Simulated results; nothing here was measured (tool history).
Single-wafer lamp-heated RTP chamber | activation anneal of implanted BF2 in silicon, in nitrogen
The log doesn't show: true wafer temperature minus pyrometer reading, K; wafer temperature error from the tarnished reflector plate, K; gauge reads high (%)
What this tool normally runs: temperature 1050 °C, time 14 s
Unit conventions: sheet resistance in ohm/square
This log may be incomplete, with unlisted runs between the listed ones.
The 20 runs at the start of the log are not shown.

run    hour  temperature  time  wafers since the last listed run  wafers since the last pyrometer calibration  wafers since the reflector plate was cleaned  hours since the gauge calibration  read-back reference wafer on the same gauge, sheet resistance  sheet resistance
 21     876         1050    14                               295                                          431                                           413                                778                                                            155            130.51
 22   902.3         1050    14                               306                                          737                                           720                              804.3                                                         155.24            130.18
 23   936.9         1050    14                               402                                         1140                                          1123                              838.9                                                         155.07            130.11
 24   986.5         1069    14                               577                                         1718                                          1700                              888.5                                                         155.04            118.35
 25  1044.9         1050    14                               679                                         2398                                          2380                              946.9                                                         154.91            130.04
 26  1108.6         1050    14                               741                                         3139                                          3122                             1010.6                                                         154.89            130.37
 27  1178.7         1033    14                               816                                         3956                                          3938                             1080.7                                                         154.84            143.23
     1201.4  -- gauge calibrated
 28  1218.6         1022     6                               464                                         4420                                          4403                               17.2                                                         155.04            171.64
 29  1243.5         1040    19                               289                                         4710                                          4693                               42.1                                                         155.09            131.17
 30  1275.2         1069    17                               369                                         5079                                          5062                               73.8                                                         154.92            114.49
 31  1306.6         1050    14                               365                                         5445                                          5427                              105.2                                                         154.94            128.57
     1330.4  -- pyrometer window cleaned and pyrometer calibrated
 32  1357.8         1070     9                               503                                          319                                          5930                              156.4                                                         155.09            126.39
 33  1400.3         1050    14                               494                                          814                                          6425                              198.9                                                         154.92            131.24
 34  1456.4         1069     8                               653                                         1467                                          7078                                255                                                            155            127.65
 35  1519.5         1078    14                               734                                         2202                                          7813                              318.1                                                         154.95             113.5
 36  1573.2         1079    10                               625                                         2827                                          8438                              371.8                                                         155.01            118.96
 37    1754         1078    22                              2105                                         4932                                         10544                              552.6                                                         155.03            105.24

What if the next run were any one of these 4? Each begins from the tool's condition after run 37:
  A  1754.4         1050    14                                 4                                         4937                                         10548                                553                                                              ?                 ?
  B  1754.4         1059    22                                 4                                         4937                                         10548                                553                                                              ?                 ?
  C  1754.4         1036    18                                 4                                         4937                                         10548                                553                                                              ?                 ?
  D  1754.4         1039     9                                 4                                         4937                                         10548                                553                                                              ?                 ?

run  read-back reference wafer on the same gauge, sheet resistance  sheet resistance
  A                                                         154.73            129.56
  B                                                         154.73            115.81
  C                                                         154.73               135
  D                                                         154.73            146.63
With no hidden state in the tool, these same runs would have given:
run  sheet resistance
  A            130.94
  B            117.07
  C            136.47
  D            148.35

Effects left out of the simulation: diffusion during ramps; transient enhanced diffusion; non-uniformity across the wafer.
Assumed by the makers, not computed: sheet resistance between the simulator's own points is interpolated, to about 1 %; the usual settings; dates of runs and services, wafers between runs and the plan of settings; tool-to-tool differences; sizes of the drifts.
